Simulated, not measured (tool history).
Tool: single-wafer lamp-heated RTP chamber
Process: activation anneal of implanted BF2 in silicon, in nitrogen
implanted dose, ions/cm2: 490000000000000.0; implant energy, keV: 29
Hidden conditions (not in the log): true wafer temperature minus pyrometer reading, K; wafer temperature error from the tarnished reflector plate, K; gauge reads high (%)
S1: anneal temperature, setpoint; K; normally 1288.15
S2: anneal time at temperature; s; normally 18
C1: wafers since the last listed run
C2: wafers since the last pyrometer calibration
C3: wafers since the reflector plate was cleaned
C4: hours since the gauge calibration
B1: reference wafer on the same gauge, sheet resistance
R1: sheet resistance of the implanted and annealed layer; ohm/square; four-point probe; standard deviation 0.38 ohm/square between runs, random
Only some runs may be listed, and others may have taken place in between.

{"run": 1, "hour": 0.0, "S1": 1288.15, "S2": 24, "C1": 0, "C2": 3338, "C3": 6504, "C4": 157.4, "B1": 276.62, "R1": 255.87}
{"run": 2, "hour": 17.1, "S1": 1288.15, "S2": 24, "C1": 178, "C2": 3517, "C3": 6683, "C4": 174.5, "B1": 276.82, "R1": 255.28}
{"run": 3, "hour": 30.9, "S1": 1288.15, "S2": 24, "C1": 144, "C2": 3661, "C3": 6827, "C4": 188.3, "B1": 276.97, "R1": 255.82}
{"run": 4, "hour": 41.2, "S1": 1288.15, "S2": 13, "C1": 107, "C2": 3769, "C3": 6934, "C4": 198.6, "B1": 276.96, "R1": 258.03}
{"run": 5, "hour": 57.6, "S1": 1288.15, "S2": 25, "C1": 171, "C2": 3940, "C3": 7106, "C4": 215, "B1": 277.21, "R1": 256.18}
{"run": 6, "hour": 69.2, "S1": 1288.15, "S2": 18, "C1": 121, "C2": 4061, "C3": 7227, "C4": 226.6, "B1": 277.33, "R1": 257.68}
{"run": 7, "hour": 79.6, "S1": 1288.15, "S2": 18, "C1": 108, "C2": 4170, "C3": 7335, "C4": 237, "B1": 277.54, "R1": 257.54}
{"run": 8, "hour": 93.5, "S1": 1288.15, "S2": 18, "C1": 145, "C2": 4315, "C3": 7480, "C4": 250.9, "B1": 277.62, "R1": 257.53}
{"run": 9, "hour": 103.4, "S1": 1288.15, "S2": 18, "C1": 103, "C2": 4418, "C3": 7584, "C4": 260.8, "B1": 277.88, "R1": 257.27}
{"run": 10, "hour": 113.1, "S1": 1288.15, "S2": 20, "C1": 101, "C2": 4519, "C3": 7685, "C4": 270.5, "B1": 278.03, "R1": 257.5}
{"run": 11, "hour": 123.0, "S1": 1288.15, "S2": 18, "C1": 103, "C2": 4623, "C3": 7789, "C4": 280.4, "B1": 278.24, "R1": 258.84}
{"hour": 132.2, "done": "pyrometer window cleaned and pyrometer calibrated"}
{"run": 12, "hour": 132.7, "S1": 1311.15, "S2": 18, "C1": 17, "C2": 5, "C3": 7806, "C4": 290.1, "B1": 278.29, "R1": 255.17}
{"hour": 133.1, "done": "gauge calibrated"}
{"run": 13, "hour": 144.9, "S1": 1288.15, "S2": 18, "C1": 127, "C2": 132, "C3": 7934, "C4": 11.8, "B1": 276.46, "R1": 256.32}
{"run": 14, "hour": 152.0, "S1": 1263.15, "S2": 26, "C1": 74, "C2": 206, "C3": 8008, "C4": 18.9, "B1": 276.6, "R1": 261.26}
{"run": 15, "hour": 165.2, "S1": 1308.15, "S2": 25, "C1": 137, "C2": 344, "C3": 8146, "C4": 32.1, "B1": 276.49, "R1": 253.47}
{"run": 16, "hour": 177.8, "S1": 1310.15, "S2": 18, "C1": 131, "C2": 476, "C3": 8277, "C4": 44.7, "B1": 276.43, "R1": 253.74}
{"run": 17, "hour": 184.2, "S1": 1288.15, "S2": 18, "C1": 66, "C2": 543, "C3": 8344, "C4": 51.1, "B1": 276.52, "R1": 256.88}
{"hour": 197.8, "done": "reflector plate cleaned"}
{"run": 18, "hour": 198.3, "S1": 1276.15, "S2": 9, "C1": 63, "C2": 606, "C3": 5, "C4": 65.2, "B1": 276.61, "R1": 261.41}
{"run": 19, "hour": 207.9, "S1": 1299.15, "S2": 26, "C1": 100, "C2": 707, "C3": 105, "C4": 74.8, "B1": 276.6, "R1": 253.56}
{"run": 20, "hour": 214.6, "S1": 1263.15, "S2": 26, "C1": 69, "C2": 777, "C3": 175, "C4": 81.5, "B1": 276.67, "R1": 261.06}

Run 21, settings as shown, results not yet in. Your forecast:
{"run": 21, "hour": 224.7, "S1": 1288.15, "S2": 18, "C1": 105, "C2": 882, "C3": 280, "C4": 91.6, "B1": "?", "R1": "?"}

Run 21 came out at B1 276.76, R1 256.86 ohm/square.
Take away the tool's hidden state, keep the run-to-run variation as it was, and the same run would have given R1 256.19 ohm/square.
